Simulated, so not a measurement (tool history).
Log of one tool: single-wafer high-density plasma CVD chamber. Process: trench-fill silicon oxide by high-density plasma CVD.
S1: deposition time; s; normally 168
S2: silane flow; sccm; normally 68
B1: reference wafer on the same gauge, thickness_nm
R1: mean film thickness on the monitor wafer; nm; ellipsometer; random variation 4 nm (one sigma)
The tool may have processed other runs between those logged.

run    hour   S1  S2        B1        R1
  1     0.0  168  72  1140.568  1280.511
  2    85.2  168  68  1140.071  1225.247
  3   167.2  168  68  1141.742  1223.323
  4   273.6  168  68  1140.657  1223.745
      337.9  -- gauge calibrated
  5   339.4  168  68  1140.333  1229.237
  6   377.6  168  61  1138.390  1114.138
  7   455.4  168  61  1138.739  1121.993
  8   536.7  168  61  1139.289  1123.837
  9   588.1  168  68  1140.424  1240.489
 10   651.1  168  68  1140.065  1247.455
      666.1  -- silane flow controller replaced
 11   844.6  144  68  1139.010  1101.459
 12   940.8  144  68  1140.009  1093.332
 13   995.3  179  68  1139.440  1371.283
     1041.0  -- silane flow controller replaced, repeated, since the last time left the tool worse
 14  1051.2  168  54  1140.162   978.361
 15  1143.2  168  68  1139.491  1206.669
 16  1186.3  168  68  1139.182  1208.932
 17  1238.4  192  63  1140.960  1276.483
 18  1288.7  177  76  1138.654  1403.523
     1312.1  -- gauge calibrated
 19  1367.1  168  68  1141.905  1209.401
 20  1406.3  141  75  1138.364  1108.860
 21  1484.7  147  55  1140.089   873.750
 22  1548.3  139  73  1138.489  1064.021
 23  1627.6  147  59  1140.945   933.595
 24  1719.3  179  60  1140.006  1159.510

Hidden state or all else? Some run-to-run changes of R1, split into what the settings, what came in and random variation would give without the hidden state, and what is left for the hidden state (with any gauge scatter that isn't in both results):
The tool's hidden condition here consists of: delivered silane flow above the setpoint (%); gauge reads high (%).
Run 10 -> 11: S1 168 -> 144, silane flow controller replaced. R1 -145.996 nm: hidden state +25.870, all else -171.866.
Run 12 -> 13: S1 144 -> 179. R1 +277.951 nm: hidden state +18.651, all else +259.300.
Run 13 -> 14: S1 179 -> 168, S2 68 -> 54, silane flow controller replaced, repeated, since the last time left the tool worse. R1 -392.922 nm: hidden state -84.731, all else -308.191.
